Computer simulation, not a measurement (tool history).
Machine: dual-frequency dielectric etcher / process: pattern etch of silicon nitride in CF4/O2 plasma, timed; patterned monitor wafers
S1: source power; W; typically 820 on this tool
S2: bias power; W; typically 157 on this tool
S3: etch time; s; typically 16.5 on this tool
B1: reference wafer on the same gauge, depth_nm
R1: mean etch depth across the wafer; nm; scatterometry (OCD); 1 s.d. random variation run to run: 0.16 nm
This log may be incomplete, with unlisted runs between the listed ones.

| run | hour | S1 | S2 | S3 | B1 | R1 |
|---|---|---|---|---|---|---|
| 1 | 0 | 820 | 157 | 18.5 | 52.86 | 56.76 |
| 2 | 34.2 | 820 | 157 | 16.5 | 52.9 | 50.74 |
| 3 | 86.6 | 820 | 157 | 16.5 | 53.06 | 50.55 |
| 4 | 115.3 | 740 | 131 | 16.5 | 53.08 | 44.75 |
|  | 143.2 | wet clean of the chamber |
| 5 | 184.2 | 820 | 157 | 18 | 53.18 | 55.53 |
| 6 | 215.1 | 820 | 157 | 18 | 53.24 | 55.63 |
| 7 | 249.7 | 820 | 157 | 18 | 53.34 | 55.44 |
| 8 | 276 | 820 | 157 | 16.5 | 53.32 | 51.06 |
| 9 | 334.1 | 820 | 157 | 16.5 | 53.47 | 51.16 |
|  | 376.7 | upper electrode replaced |
| 10 | 377.8 | 820 | 157 | 16.5 | 53.52 | 51.25 |
| 11 | 417.7 | 770 | 157 | 18.5 | 53.56 | 55.7 |
|  | 442.9 | source power generator calibrated |
| 12 | 484.8 | 820 | 157 | 16.5 | 53.71 | 51.14 |
| 13 | 545.8 | 750 | 157 | 14.5 | 53.81 | 43.34 |
| 14 | 614.8 | 820 | 157 | 16.5 | 53.97 | 51.37 |
|  | 660.3 | bias power generator calibrated |
|  | 673.3 | gauge calibrated |
| 15 | 680.1 | 820 | 157 | 16.5 | 52.56 | 50.07 |
|  | 717.1 | wet clean of the chamber |
| 16 | 719.1 | 700 | 157 | 16.5 | 52.62 | 46.45 |
| 17 | 748.7 | 820 | 192 | 19 | 52.72 | 62.95 |
| 18 | 803 | 640 | 157 | 16.5 | 52.76 | 44.57 |
| 19 | 838.7 | 820 | 157 | 16.5 | 52.79 | 50.29 |
| 20 | 903.7 | 660 | 168 | 21 | 52.94 | 59.44 |
| 21 | 952.1 | 940 | 191 | 16.5 | 53.03 | 59.09 |
| 22 | 1008.3 | 820 | 169 | 12 | 53.15 | 37.82 |
| 23 | 1067.2 | 820 | 130 | 12.5 | 53.25 | 35.79 |

5 ways to go on from here, each from the tool as it stands after run 23. What would each give?
| A | 1067.6 | 960 | 157 | 16.5 | ? | ? |
| B | 1067.6 | 680 | 185 | 13 | ? | ? |
| C | 1067.6 | 910 | 184 | 15 | ? | ? |
| D | 1067.6 | 980 | 180 | 21 | ? | ? |
| E | 1067.6 | 940 | 120 | 16.5 | ? | ? |

| run | B1 | R1 |
|---|---|---|
| A | 53.25 | 55.29 |
| B | 53.25 | 38.99 |
| C | 53.25 | 52.09 |
| D | 53.25 | 75.27 |
| E | 53.25 | 49.06 |
Had the tool no hidden state, the same runs would have come out as:
| run | R1 |
|---|---|
| A | 54.64 |
| B | 38.53 |
| C | 51.47 |
| D | 74.37 |
| E | 48.48 |

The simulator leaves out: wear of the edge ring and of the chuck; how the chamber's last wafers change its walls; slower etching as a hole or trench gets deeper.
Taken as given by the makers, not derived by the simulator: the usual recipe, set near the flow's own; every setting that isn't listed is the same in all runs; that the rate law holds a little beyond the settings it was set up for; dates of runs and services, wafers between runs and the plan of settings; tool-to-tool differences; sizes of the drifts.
